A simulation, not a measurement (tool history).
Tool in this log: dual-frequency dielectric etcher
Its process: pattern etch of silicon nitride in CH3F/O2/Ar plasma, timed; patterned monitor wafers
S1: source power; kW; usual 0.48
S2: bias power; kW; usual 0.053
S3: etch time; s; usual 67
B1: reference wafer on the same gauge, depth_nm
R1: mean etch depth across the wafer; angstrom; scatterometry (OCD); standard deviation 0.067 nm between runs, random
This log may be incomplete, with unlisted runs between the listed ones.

{"run": 1, "day": 0.0, "S1": 0.48, "S2": 0.053, "S3": 67, "B1": 41.22, "R1": 448.1}
{"run": 2, "day": 0.25, "S1": 0.48, "S2": 0.053, "S3": 67, "B1": 41.21, "R1": 448.5}
{"run": 3, "day": 0.95, "S1": 0.48, "S2": 0.053, "S3": 67, "B1": 41.2, "R1": 447.4}
{"run": 4, "day": 1.208, "S1": 0.48, "S2": 0.044, "S3": 67, "B1": 41.2, "R1": 426.4}
{"run": 5, "day": 1.583, "S1": 0.43, "S2": 0.053, "S3": 67, "B1": 41.19, "R1": 437}
{"run": 6, "day": 2.167, "S1": 0.48, "S2": 0.053, "S3": 75.5, "B1": 41.18, "R1": 506.2}
{"run": 7, "day": 2.504, "S1": 0.48, "S2": 0.053, "S3": 75.5, "B1": 41.19, "R1": 506.2}
{"run": 8, "day": 3.192, "S1": 0.48, "S2": 0.053, "S3": 58.5, "B1": 41.19, "R1": 391.3}
{"run": 9, "day": 3.504, "S1": 0.48, "S2": 0.053, "S3": 58.5, "B1": 41.18, "R1": 392.1}
{"day": 5.846, "done": "upper electrode replaced"}
{"run": 10, "day": 5.867, "S1": 0.48, "S2": 0.053, "S3": 58.5, "B1": 41.21, "R1": 393.4}
{"run": 11, "day": 5.958, "S1": 0.48, "S2": 0.053, "S3": 67, "B1": 41.2, "R1": 451.1}
{"run": 12, "day": 6.521, "S1": 0.48, "S2": 0.046, "S3": 67, "B1": 41.2, "R1": 434.1}
{"day": 6.817, "done": "gauge calibrated"}
{"run": 13, "day": 6.883, "S1": 0.48, "S2": 0.046, "S3": 67, "B1": 41.18, "R1": 434}
{"day": 7.296, "done": "bias power generator calibrated"}
{"run": 14, "day": 7.317, "S1": 0.48, "S2": 0.053, "S3": 80.5, "B1": 41.19, "R1": 541.8}
{"day": 8.121, "done": "source power generator calibrated"}
{"run": 15, "day": 9.025, "S1": 0.54, "S2": 0.063, "S3": 58.5, "B1": 41.19, "R1": 426.2}
{"run": 16, "day": 9.35, "S1": 0.48, "S2": 0.053, "S3": 67, "B1": 41.22, "R1": 451.5}
{"run": 17, "day": 10.662, "S1": 0.52, "S2": 0.061, "S3": 67, "B1": 41.2, "R1": 479.7}
{"run": 18, "day": 11.179, "S1": 0.48, "S2": 0.053, "S3": 58.5, "B1": 41.22, "R1": 393.9}
{"run": 19, "day": 11.867, "S1": 0.48, "S2": 0.053, "S3": 67, "B1": 41.19, "R1": 453.1}
{"day": 14.033, "done": "wet clean of the chamber"}
{"run": 20, "day": 14.108, "S1": 0.48, "S2": 0.053, "S3": 67, "B1": 41.18, "R1": 444.3}
{"run": 21, "day": 14.438, "S1": 0.39, "S2": 0.043, "S3": 61.5, "B1": 41.18, "R1": 367.5}
{"run": 22, "day": 15.458, "S1": 0.48, "S2": 0.053, "S3": 67, "B1": 41.19, "R1": 445.3}
{"run": 23, "day": 15.808, "S1": 0.43, "S2": 0.065, "S3": 80, "B1": 41.21, "R1": 547.6}
{"run": 24, "day": 16.079, "S1": 0.6, "S2": 0.044, "S3": 80.5, "B1": 41.21, "R1": 541}
{"run": 25, "day": 16.433, "S1": 0.57, "S2": 0.053, "S3": 67, "B1": 41.21, "R1": 466.6}
{"run": 26, "day": 17.179, "S1": 0.56, "S2": 0.041, "S3": 83, "B1": 41.2, "R1": 537.6}
{"run": 27, "day": 17.658, "S1": 0.59, "S2": 0.056, "S3": 73, "B1": 41.19, "R1": 520.5}

A few steps of R1 between consecutive runs. Split each: what settings, incoming material and random variation would produce without the hidden state, and what is left over for the hidden state, along with gauge scatter present in only one of the two compared results (measured, and without hidden state):
The tool's hidden condition here consists of: etch rate over this chamber's usual, %; source power that arrives over what is set, %; bias power that arrives over what is set, %; gauge reads high (%).
Run 7 -> 8: S3 75.5 -> 58.5. R1 -114.9 angstrom: hidden state -0.6, all else -114.3.
Run 13 -> 14: S2 0.046 -> 0.053, S3 67 -> 80.5, bias power generator calibrated. R1 +107.8 angstrom: hidden state +1.4, all else +106.4.
Run 14 -> 15: S1 0.48 -> 0.54, S2 0.053 -> 0.063, S3 80.5 -> 58.5, source power generator calibrated. R1 -115.6 angstrom: hidden state -0.7, all else -114.9.
Run 19 -> 20: wet clean of the chamber. R1 -8.8 angstrom: hidden state -7.9, all else -0.9.
